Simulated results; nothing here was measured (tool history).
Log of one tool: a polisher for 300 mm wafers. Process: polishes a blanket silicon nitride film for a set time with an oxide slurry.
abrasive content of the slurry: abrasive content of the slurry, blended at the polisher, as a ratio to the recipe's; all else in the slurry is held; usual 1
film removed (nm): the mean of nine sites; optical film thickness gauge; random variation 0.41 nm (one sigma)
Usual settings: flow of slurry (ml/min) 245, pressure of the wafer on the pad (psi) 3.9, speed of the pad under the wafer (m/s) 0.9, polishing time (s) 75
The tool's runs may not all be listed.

run	hour	flow of slurry (ml/min)	pressure of the wafer on the pad (psi)	speed of the pad under the wafer (m/s)	abrasive content of the slurry	polishing time (s)	wafers since the last listed run	wafers polished on this pad	hours since the slurry nozzle was cleaned	hours since the head pressure was calibrated	hours since the slurry blender was calibrated	hours since the conditioning disc was replaced	incoming thickness of the incoming film, nm	film removed (nm)
1	0	245	3.9	0.9	0.85	75	0	549	256.3	216.4	28.4	55.4	539.6	36.8
2	47.6	245	3.9	1.08	1	75	490	1040	303.9	264	76	103	549.1	45.4
# hour 53.6: worn pad replaced by a new one
3	63.3	245	3.9	1.08	1	75	120	100	319.6	279.7	91.7	118.7	545.5	48.3
# hour 69.1: conditioning disc replaced and pad reconditioned
4	73.1	245	3.9	1.08	1	75	80	180	329.4	289.5	101.5	4	543.2	48.7
5	90.7	245	3.9	1.06	1	75	181	362	347	307.1	119.1	21.6	544.4	47.4
6	101.7	185	3.9	0.9	1	75	113	475	358	318.1	130.1	32.6	544.5	39.5
7	115.8	185	3.9	0.9	1	75	145	620	372.1	332.2	144.2	46.7	541.9	39.1
# hour 122.6: head pressure recalibrated
8	125.3	245	3.9	0.9	1	75	77	698	381.6	2.7	153.7	56.2	548.3	40.1
9	132	245	3.9	0.9	1	75	69	767	388.3	9.4	160.4	62.9	534.5	40.4
10	141	280	3.9	0.9	1.15	75	92	859	397.3	18.4	169.4	71.9	539.2	43.4
# hour 144.3: slurry blender recalibrated
# hour 153.2: worn pad replaced by a new one
11	158.8	245	5	0.9	1	75	121	57	415.1	36.2	14.5	89.7	541.5	52.6
12	170.7	280	3.9	0.9	1.15	75	122	180	427	48.1	26.4	101.6	543	45.1
# hour 174: slurry nozzle cleaned
13	185.7	245	3.3	1.04	1	95	144	324	11.7	63.1	41.4	116.6	535.9	50
# hour 195.5: conditioning disc replaced and pad reconditioned
14	198.4	305	3.9	0.9	1	75	110	434	24.4	75.8	54.1	2.9	546	41.1
15	204.7	245	3.9	0.9	0.8	75	64	499	30.7	82.1	60.4	9.2	538.6	35.2
16	219	170	3.9	0.9	0.9	75	147	646	45	96.4	74.7	23.5	548.7	35.1
17	232.9	245	3.9	0.9	1	75	143	790	58.9	110.3	88.6	37.4	544.8	39.3

The next listed run, before its measurement:
18	250.6	245	3.9	0.9	1	55	182	972	76.6	128	106.3	55.1	542.8	?

Run 18 gave film removed (nm) 29.
Without the tool's hidden state the same run would have given film removed (nm) 31.7.
